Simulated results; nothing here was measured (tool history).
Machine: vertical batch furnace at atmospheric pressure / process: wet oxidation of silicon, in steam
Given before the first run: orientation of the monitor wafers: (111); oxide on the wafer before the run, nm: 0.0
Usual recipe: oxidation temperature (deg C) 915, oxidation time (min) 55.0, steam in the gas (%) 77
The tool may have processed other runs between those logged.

run	hour	oxidation temperature (deg C)	oxidation time (min)	steam in the gas (%)	wafers since the last listed run	hours since the last temperature calibration	hours since the steam generator was serviced	hours since the gauge calibration	read-back reference wafer on the same gauge, thickness	oxide thickness on the monitor wafer (Å)
1	0.0	901	55.0	85	0	3416.3	1363.5	1126.2	200.07	2066.1
2	37.0	901	55.0	85	876	3453.3	1400.5	1163.2	200.01	2063.0
3	107.1	915	66.5	83	1660	3523.4	1470.6	1233.3	200.12	2713.0
4	153.6	915	61.0	70	1101	3569.9	1517.1	1279.8	200.14	2217.3
5	207.4	915	61.0	70	1274	3623.7	1570.9	1333.6	199.89	2220.2
# hour 254.0: gauge calibrated
6	302.1	915	61.0	70	2243	3718.4	1665.6	48.1	200.11	2217.8
7	407.4	915	55.0	77	2494	3823.7	1770.9	153.4	200.10	2194.0
8	492.1	915	55.0	77	2006	3908.4	1855.6	238.1	200.02	2190.5
9	599.6	915	55.0	77	2546	4015.9	1963.1	345.6	200.13	2197.3
10	653.7	904	55.0	77	1281	4070.0	2017.2	399.7	199.88	1944.7
11	752.8	904	55.0	77	2347	4169.1	2116.3	498.8	200.10	1941.5
12	789.3	904	55.0	77	864	4205.6	2152.8	535.3	200.01	1929.0
# hour 875.1: thermocouples replaced and temperature profile calibrated
13	877.7	915	55.0	77	1525	2.6	2241.2	623.7	199.90	2101.8
14	973.7	915	55.0	77	2274	98.6	2337.2	719.7	199.91	2097.2
15	1019.3	907	55.0	77	1080	144.2	2382.8	765.3	200.11	1922.8
16	1079.2	907	55.0	77	1419	204.1	2442.7	825.2	200.04	1911.7
17	1137.3	907	55.0	77	1376	262.2	2500.8	883.3	199.99	1906.2
18	1203.1	902	55.0	77	1558	328.0	2566.6	949.1	200.03	1807.5
19	1285.8	902	70.5	77	1959	410.7	2649.3	1031.8	200.13	2197.4
# hour 1340.6: steam generator serviced
20	1387.1	915	55.0	77	1831	512.0	46.5	1133.1	199.89	2187.5
21	1596.9	901	55.0	85	4970	721.8	256.3	1342.9	200.07	2038.2
22	1673.8	905	82.5	85	1821	798.7	333.2	1419.8	200.05	2927.5
23	1722.3	915	55.0	77	1148	847.2	381.7	1468.3	199.92	2194.6
24	1818.6	900	28.5	83	2281	943.5	478.0	1564.6	200.13	1128.2
25	1869.9	929	55.0	69	1215	994.8	529.3	1615.9	200.07	2301.4
# hour 1886.4: gauge calibrated
26	1948.2	929	55.0	69	1854	1073.1	607.6	61.8	199.96	2290.4
27	2017.7	895	45.5	85	1646	1142.6	677.1	131.3	200.15	1611.4
28	2077.4	915	55.0	77	1414	1202.3	736.8	191.0	199.94	2186.9
29	2144.0	906	43.0	85	1577	1268.9	803.4	257.6	200.04	1758.2
30	2203.6	925	55.0	77	1411	1328.5	863.0	317.2	199.89	2422.5
31	2261.4	915	30.5	85	1369	1386.3	920.8	375.0	200.10	1465.0
32	2316.0	936	67.0	67	1293	1440.9	975.4	429.6	200.03	2764.4
33	2354.0	890	55.0	82	900	1478.9	1013.4	467.6	200.01	1718.7
34	2396.3	915	55.0	77	1002	1521.2	1055.7	509.9	199.90	2197.6

Below are 5 alternative next runs, each starting from the tool's condition after run 34. Predict each:
A	2400.1	915	55.0	77	90	1525.0	1059.5	513.7	?	?
B	2400.1	915	38.0	71	90	1525.0	1059.5	513.7	?	?
C	2400.1	936	55.0	69	90	1525.0	1059.5	513.7	?	?
D	2400.1	915	62.5	68	90	1525.0	1059.5	513.7	?	?
E	2400.1	902	80.5	84	90	1525.0	1059.5	513.7	?	?

run	read-back reference wafer on the same gauge, thickness	oxide thickness on the monitor wafer (Å)
A	200.10	2183.3
B	200.10	1510.9
C	200.10	2435.5
D	200.10	2189.5
E	200.10	2759.9
The same runs, with their run-to-run variation unchanged, on a tool lacking any hidden condition would have given:
run	oxide thickness on the monitor wafer (Å)
A	2181.8
B	1508.9
C	2436.6
D	2188.0
E	2754.5
